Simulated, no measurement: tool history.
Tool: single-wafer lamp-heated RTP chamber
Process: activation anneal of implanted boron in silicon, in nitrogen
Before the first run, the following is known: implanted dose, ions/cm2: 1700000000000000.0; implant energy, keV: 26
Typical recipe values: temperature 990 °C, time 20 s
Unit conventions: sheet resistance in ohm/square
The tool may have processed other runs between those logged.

run,hour,temperature,time,wafers since the last listed run,wafers since the last pyrometer calibration,wafers since the reflector plate was cleaned,hours since the gauge calibration,"read-back reference wafer on the same gauge, sheet resistance",sheet resistance
1,0.0,990,17,0,3478,8541,298.6,71.00,82.63
2,17.1,990,20,252,3731,8794,315.7,71.08,81.09
3,51.7,990,20,511,4242,9305,350.3,71.09,81.46
4,73.9,990,20,327,4570,9633,372.5,71.06,80.69
# hour 103.3: gauge calibrated
5,104.9,990,20,457,5028,10091,1.6,70.93,80.62
# hour 123.0: pyrometer window cleaned and pyrometer calibrated
6,124.3,982,20,168,19,10260,21.0,70.90,87.98
7,139.7,990,20,227,247,10487,36.4,70.88,84.82
8,155.1,990,20,227,474,10715,51.8,71.07,84.49
9,213.2,990,20,858,1332,11573,109.9,70.93,82.89
10,237.9,990,13,364,1697,11938,134.6,71.09,85.60
11,256.8,990,13,279,1976,12217,153.5,71.17,84.93
12,275.4,990,16,274,2251,12492,172.1,70.92,83.25
# hour 288.3: reflector plate cleaned
13,295.3,990,20,175,2427,103,192.0,71.19,82.40
14,314.8,990,20,288,2715,391,211.5,70.93,82.20
15,334.0,990,26,283,2999,675,230.7,71.03,82.05
16,361.9,974,20,412,3411,1087,258.6,70.95,89.04
17,375.5,969,25,200,3612,1288,272.2,70.88,90.46
18,403.0,960,11,406,4018,1694,299.7,71.05,105.49
19,426.7,980,20,350,4368,2044,323.4,70.84,84.99
20,456.4,990,32,438,4807,2483,353.1,70.91,79.43
# hour 478.7: pyrometer window cleaned and pyrometer calibrated
21,479.2,990,20,218,7,2702,375.9,71.07,83.79
22,508.6,1015,26,434,442,3136,405.3,70.89,76.44
# hour 528.5: gauge calibrated
23,535.1,990,20,391,833,3527,6.6,70.90,83.59
24,585.7,962,20,747,1581,4275,57.2,70.98,99.46
25,609.9,1013,20,357,1938,4632,81.4,71.00,77.34
26,642.6,990,20,483,2421,5116,114.1,71.12,82.26
27,666.3,990,20,350,2771,5466,137.8,70.97,82.67
28,696.0,990,10,438,3210,5904,167.5,71.01,85.11
29,731.2,990,20,520,3730,6424,202.7,70.96,80.96

The same runs without the tool's hidden state, with the same run-to-run variation:
The tool's hidden condition here consists of: true wafer temperature minus pyrometer reading, K; wafer temperature error from the tarnished reflector plate, K; gauge reads high (%).
run,sheet resistance
1,85.85
2,84.24
3,84.94
4,84.34
5,84.54
6,88.17
7,85.16
8,85.01
9,84.07
10,87.34
11,86.90
12,85.27
13,84.47
14,84.46
15,84.30
16,93.76
17,95.73
18,116.12
19,89.74
20,82.47
21,84.52
22,76.88
23,84.97
24,104.20
25,78.36
26,84.75
27,85.41
28,89.03
29,84.26
